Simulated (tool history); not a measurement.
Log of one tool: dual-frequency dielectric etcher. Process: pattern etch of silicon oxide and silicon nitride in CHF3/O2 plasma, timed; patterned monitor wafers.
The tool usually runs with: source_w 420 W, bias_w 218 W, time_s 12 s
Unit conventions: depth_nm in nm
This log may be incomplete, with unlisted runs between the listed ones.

run,hour,source_w,bias_w,time_s,wafers since the last listed run,hours since the last wet clean,hours since the last source power generator calibration,hours since the last bias power generator calibration,hours since the last upper electrode change,hours since the gauge calibration,"read-back reference wafer on the same gauge, depth_nm",depth_nm
1,0,420,218,12,0,177.4,1969.9,3267.1,4069.1,410.4,17.28,16.41
2,106.1,420,218,12,1417,283.5,2076,3373.2,4175.2,516.5,17.3,16.19
3,278,420,218,12,2297,455.4,2247.9,3545.1,4347.1,688.4,17.31,16.86
4,327.1,420,218,12,656,504.5,2297,3594.2,4396.2,737.5,17.31,16.75
5,411.9,420,218,12,1133,589.3,2381.8,3679,4481,822.3,17.32,17.19
# hour 445: wet clean of the chamber
6,470.4,420,176,12,461,25.4,2440.3,3737.5,4539.5,880.8,17.31,14.46
# hour 508.3: source power generator calibrated
7,541.1,420,176,12,891,96.1,32.8,3808.2,4610.2,951.5,17.32,14.44
8,625.2,420,177,12,1123,180.2,116.9,3892.3,4694.3,1035.6,17.3,14.56
9,661.9,420,177,12,490,216.9,153.6,3929,4731,1072.3,17.3,14.9
10,705.1,490,218,8.5,577,260.1,196.8,3972.2,4774.2,1115.5,17.3,12.46
# hour 737: gauge calibrated
# hour 740.9: upper electrode replaced, of another model than before
11,787.5,420,218,13.5,780,342.5,279.2,4054.6,46.6,50.5,17.33,18.31
# hour 849.6: bias power generator calibrated
12,884.5,420,218,13.5,1242,439.5,376.2,34.9,143.6,147.5,17.28,18.79
13,922.1,370,167,12,502,477.1,413.8,72.5,181.2,185.1,17.29,14.81
# hour 983.7: wet clean of the chamber
14,984.2,420,264,12,509,0.5,475.9,134.6,243.3,247.2,17.3,17.3
15,1038.2,420,177,12,721,54.5,529.9,188.6,297.3,301.2,17.27,15.01
16,1135.6,420,218,15.5,1301,151.9,627.3,286,394.7,398.6,17.33,21.09
17,1369.2,420,218,14.5,3121,385.5,860.9,519.6,628.3,632.2,17.3,20
18,1435.4,420,204,9,884,451.7,927.1,585.8,694.5,698.4,17.32,12.21

Results for each run, recomputed without the tool's hidden state and with each run's random variation untouched:
Unlogged tool condition in this case: etch rate over this chamber's usual, %; source power that arrives over what is set, %; bias power that arrives over what is set, %; gauge reads high (%).
run,depth_nm
1,16.18
2,15.8
3,16.19
4,16.02
5,16.31
6,14.49
7,14.38
8,14.39
9,14.68
10,12.22
11,17.82
12,18.13
13,14.24
14,17.24
15,14.89
16,20.73
17,19.25
18,11.68
